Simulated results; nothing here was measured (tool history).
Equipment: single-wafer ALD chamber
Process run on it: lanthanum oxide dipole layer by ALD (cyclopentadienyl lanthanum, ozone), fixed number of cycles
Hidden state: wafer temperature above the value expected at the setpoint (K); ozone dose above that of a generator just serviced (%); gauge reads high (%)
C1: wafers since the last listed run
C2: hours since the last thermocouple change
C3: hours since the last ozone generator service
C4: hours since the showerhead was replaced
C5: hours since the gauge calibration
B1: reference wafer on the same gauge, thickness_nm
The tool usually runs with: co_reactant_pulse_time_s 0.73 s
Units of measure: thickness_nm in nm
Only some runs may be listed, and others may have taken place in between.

Run 1, hour 0: usual settings but co_reactant_pulse_time_s 0.59 s; C1 0; C2 1629; C3 495.8; C4 4124; C5 360.7; B1 0.426. Result: thickness_nm 0.427 nm.
Run 2, hour 21.9: usual settings but co_reactant_pulse_time_s 0.59 s; C1 292; C2 1650.9; C3 517.7; C4 4145.9; C5 382.6; B1 0.426. Result: thickness_nm 0.427 nm.
Run 3, hour 41.8: usual settings but co_reactant_pulse_time_s 0.53 s; C1 265; C2 1670.8; C3 537.6; C4 4165.8; C5 402.5; B1 0.426. Result: thickness_nm 0.405 nm.
Run 4, hour 64.9: usual settings but co_reactant_pulse_time_s 0.53 s; C1 308; C2 1693.9; C3 560.7; C4 4188.9; C5 425.6; B1 0.426. Result: thickness_nm 0.406 nm.
Run 5, hour 91.2: usual settings; C1 351; C2 1720.2; C3 587; C4 4215.2; C5 451.9; B1 0.426. Result: thickness_nm 0.471 nm.
Run 6, hour 112.4: usual settings but co_reactant_pulse_time_s 0.94 s; C1 283; C2 1741.4; C3 608.2; C4 4236.4; C5 473.1; B1 0.426. Result: thickness_nm 0.52 nm.
Run 7, hour 168.4: usual settings but co_reactant_pulse_time_s 0.94 s; C1 747; C2 1797.4; C3 664.2; C4 4292.4; C5 529.1; B1 0.426. Result: thickness_nm 0.519 nm.
Run 8, hour 180.8: usual settings but co_reactant_pulse_time_s 0.94 s; C1 165; C2 1809.8; C3 676.6; C4 4304.8; C5 541.5; B1 0.426. Result: thickness_nm 0.519 nm.
Run 9, hour 210.3: usual settings; C1 394; C2 1839.3; C3 706.1; C4 4334.3; C5 571; B1 0.426. Result: thickness_nm 0.469 nm.
Run 10, hour 246.1: usual settings; C1 478; C2 1875.1; C3 741.9; C4 4370.1; C5 606.8; B1 0.426. Result: thickness_nm 0.47 nm.
Run 11, hour 267.3: usual settings but co_reactant_pulse_time_s 0.92 s; C1 283; C2 1896.3; C3 763.1; C4 4391.3; C5 628; B1 0.426. Result: thickness_nm 0.512 nm.
Run 12, hour 293.7: usual settings but co_reactant_pulse_time_s 0.92 s; C1 352; C2 1922.7; C3 789.5; C4 4417.7; C5 654.4; B1 0.426. Result: thickness_nm 0.513 nm.
At hour 347.1: gauge calibrated.
Run 13, hour 350.2: usual settings but co_reactant_pulse_time_s 0.92 s; C1 754; C2 1979.2; C3 846; C4 4474.2; C5 3.1; B1 0.426. Result: thickness_nm 0.514 nm.
At hour 394.6: showerhead replaced.
Run 14, hour 432.6: usual settings; C1 993; C2 2061.6; C3 928.4; C4 38; C5 85.5; B1 0.426. Result: thickness_nm 0.465 nm.
Run 15, hour 450.2: usual settings; C1 235; C2 2079.2; C3 946; C4 55.6; C5 103.1; B1 0.426. Result: thickness_nm 0.467 nm.
Run 16, hour 463.5: usual settings but co_reactant_pulse_time_s 0.61 s; C1 177; C2 2092.5; C3 959.3; C4 68.9; C5 116.4; B1 0.426. Result: thickness_nm 0.428 nm.
Run 17, hour 481.7: usual settings but co_reactant_pulse_time_s 0.53 s; C1 243; C2 2110.7; C3 977.5; C4 87.1; C5 134.6; B1 0.426. Result: thickness_nm 0.399 nm.
Run 18, hour 506.2: usual settings but co_reactant_pulse_time_s 0.84 s; C1 327; C2 2135.2; C3 1002; C4 111.6; C5 159.1; B1 0.426. Result: thickness_nm 0.493 nm.
Run 19, hour 534.9: usual settings but co_reactant_pulse_time_s 1 s; C1 383; C2 2163.9; C3 1030.7; C4 140.3; C5 187.8; B1 0.426. Result: thickness_nm 0.526 nm.
Run 20, hour 565.9: usual settings but co_reactant_pulse_time_s 1.01 s; C1 414; C2 2194.9; C3 1061.7; C4 171.3; C5 218.8; B1 0.426. Result: thickness_nm 0.526 nm.
Run 21, hour 581.9: usual settings but co_reactant_pulse_time_s 0.64 s; C1 213; C2 2210.9; C3 1077.7; C4 187.3; C5 234.8; B1 0.426. Result: thickness_nm 0.437 nm.
At hour 616.8: thermocouple changed; heater temperature recalibrated.
At hour 619: ozone generator serviced.
Run 22, hour 619.5: usual settings but co_reactant_pulse_time_s 0.99 s; C1 366; C2 2.7; C3 0.5; C4 224.9; C5 272.4; B1 0.426. Result: thickness_nm 0.533 nm.

Expected results for the next run?
Run 23, hour 643.6: usual settings but co_reactant_pulse_time_s 0.97 s; C1 321; C2 26.8; C3 24.6; C4 249; C5 296.5; B1 ?. Result: thickness_nm ?.

B1: 0.426
thickness_nm: 0.528 nm
Without the tool's hidden state the same run would have given thickness_nm 0.529 nm.
